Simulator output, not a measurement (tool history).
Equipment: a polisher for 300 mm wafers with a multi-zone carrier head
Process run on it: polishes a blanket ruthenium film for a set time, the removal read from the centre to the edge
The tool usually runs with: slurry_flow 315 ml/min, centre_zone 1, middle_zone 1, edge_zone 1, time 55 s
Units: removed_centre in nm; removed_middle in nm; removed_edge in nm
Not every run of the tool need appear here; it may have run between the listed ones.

| run | hour | slurry_flow | centre_zone | middle_zone | edge_zone | time | wafers since the last listed run | wafers polished on this pad | hours since the slurry nozzle was cleaned | hours since the centre zone pressure was calibrated | hours since the edge zone pressure was calibrated | hours since the carrier head's membrane was replaced | incoming thickness of the incoming film, nm | removed_centre | removed_middle | removed_edge |
|---|---|---|---|---|---|---|---|---|---|---|---|---|---|---|---|---|
| 1 | 0 | 315 | 1 | 1 | 1 | 55 | 0 | 2350 | 275.3 | 533.7 | 373.1 | 74.9 | 298.7 | 125.9 | 123 | 120.6 |
| 2 | 31 | 315 | 0.96 | 1 | 1.06 | 55 | 251 | 2602 | 306.3 | 564.7 | 404.1 | 105.9 | 300.1 | 122.5 | 122.5 | 121.1 |
| 3 | 72.5 | 315 | 1.04 | 1 | 1 | 55 | 336 | 2938 | 347.8 | 606.2 | 445.6 | 147.4 | 303.5 | 131.8 | 125.2 | 120.8 |
| 4 | 104.9 | 315 | 0.93 | 1 | 1 | 55 | 262 | 3201 | 380.2 | 638.6 | 478 | 179.8 | 303.6 | 121.1 | 126.6 | 120.1 |
|  | 155.7 | centre zone pressure recalibrated |
| 5 | 175.1 | 315 | 1 | 1.08 | 1 | 63 | 552 | 3754 | 450.4 | 19.4 | 548.2 | 250 | 300.6 | 138.2 | 152.3 | 138.9 |
| 6 | 207.6 | 315 | 0.96 | 1 | 1 | 55 | 263 | 4017 | 482.9 | 51.9 | 580.7 | 282.5 | 299.2 | 116.6 | 124.7 | 120.7 |
|  | 237 | worn pad replaced by a new one |
|  | 244.4 | slurry nozzle cleaned |
| 7 | 279.4 | 370 | 0.91 | 1.1 | 1.07 | 55 | 541 | 335 | 35 | 123.7 | 652.5 | 354.3 | 298.9 | 114.2 | 138.4 | 125.8 |
| 8 | 331.8 | 315 | 1 | 1.09 | 1 | 45 | 424 | 760 | 87.4 | 176.1 | 704.9 | 406.7 | 300.4 | 98.7 | 110.2 | 99.2 |
| 9 | 388 | 315 | 1.07 | 1 | 1 | 39 | 455 | 1215 | 143.6 | 232.3 | 761.1 | 462.9 | 298.1 | 92.2 | 87.1 | 84.9 |
|  | 438.4 | carrier head's membrane replaced by a new one |
| 10 | 443.7 | 315 | 1 | 1.08 | 1 | 63 | 411 | 1626 | 199.3 | 288 | 816.8 | 5.3 | 303 | 141.5 | 150.6 | 138.2 |
| 11 | 502.9 | 345 | 1 | 0.94 | 0.97 | 55 | 479 | 2106 | 258.5 | 347.2 | 876 | 64.5 | 302 | 128.6 | 118.4 | 119.9 |
| 12 | 526.9 | 315 | 1 | 1 | 1 | 55 | 194 | 2301 | 282.5 | 371.2 | 900 | 88.5 | 299.4 | 122.9 | 123.7 | 120.1 |
| 13 | 574.6 | 405 | 0.91 | 1 | 1 | 55 | 386 | 2687 | 330.2 | 418.9 | 947.7 | 136.2 | 305.4 | 121.9 | 126.8 | 122.4 |
| 14 | 615.4 | 315 | 1 | 1 | 1 | 55 | 330 | 3018 | 371 | 459.7 | 988.5 | 177 | 300.1 | 127.1 | 122.4 | 119.6 |
| 15 | 648.7 | 315 | 1.07 | 1.03 | 1 | 38 | 269 | 3288 | 404.3 | 493 | 1021.8 | 210.3 | 294.7 | 92 | 87.8 | 83 |
|  | 700.9 | slurry nozzle cleaned |
| 16 | 713.5 | 315 | 1.11 | 1 | 1 | 63 | 517 | 3805 | 12.6 | 557.8 | 1086.6 | 275.1 | 294.8 | 160.4 | 141.9 | 137.2 |
|  | 760.9 | worn pad replaced by a new one |
| 17 | 762 | 315 | 1 | 1 | 0.94 | 55 | 360 | 9 | 61.1 | 606.3 | 1135.1 | 323.6 | 294.8 | 126.8 | 126.3 | 114.2 |
| 18 | 805.3 | 315 | 0.89 | 0.95 | 1 | 55 | 351 | 360 | 104.4 | 649.6 | 1178.4 | 366.9 | 299.2 | 116.1 | 120.7 | 120.9 |
|  | 809.2 | centre zone pressure recalibrated |
| 19 | 876.5 | 315 | 1 | 1 | 1 | 55 | 560 | 921 | 175.6 | 67.3 | 1249.6 | 438.1 | 300.7 | 116 | 123.5 | 119.6 |
|  | 928.1 | carrier head's membrane replaced by a new one |
| 20 | 928.6 | 315 | 1 | 1 | 1 | 55 | 381 | 1302 | 227.7 | 119.4 | 1301.7 | 0.5 | 302.8 | 121.4 | 125 | 118.6 |
| 21 | 996.5 | 315 | 1 | 1 | 1 | 55 | 550 | 1853 | 295.6 | 187.3 | 1369.6 | 68.4 | 299.4 | 120.5 | 125.6 | 118.8 |

Run 22 comes next. What will it give?
| 22 | 1043.8 | 315 | 1 | 1 | 1 | 55 | 383 | 2236 | 342.9 | 234.6 | 1416.9 | 115.7 | 299.2 | ? | ? | ? |

{"run 22": {"removed_centre": 119.3, "removed_middle": 123, "removed_edge": 121.9}}
If the tool had no hidden condition, the same run with the same run-to-run variation would have returned removed_centre 112.7 nm, removed_middle 123 nm, removed_edge 121.9 nm.
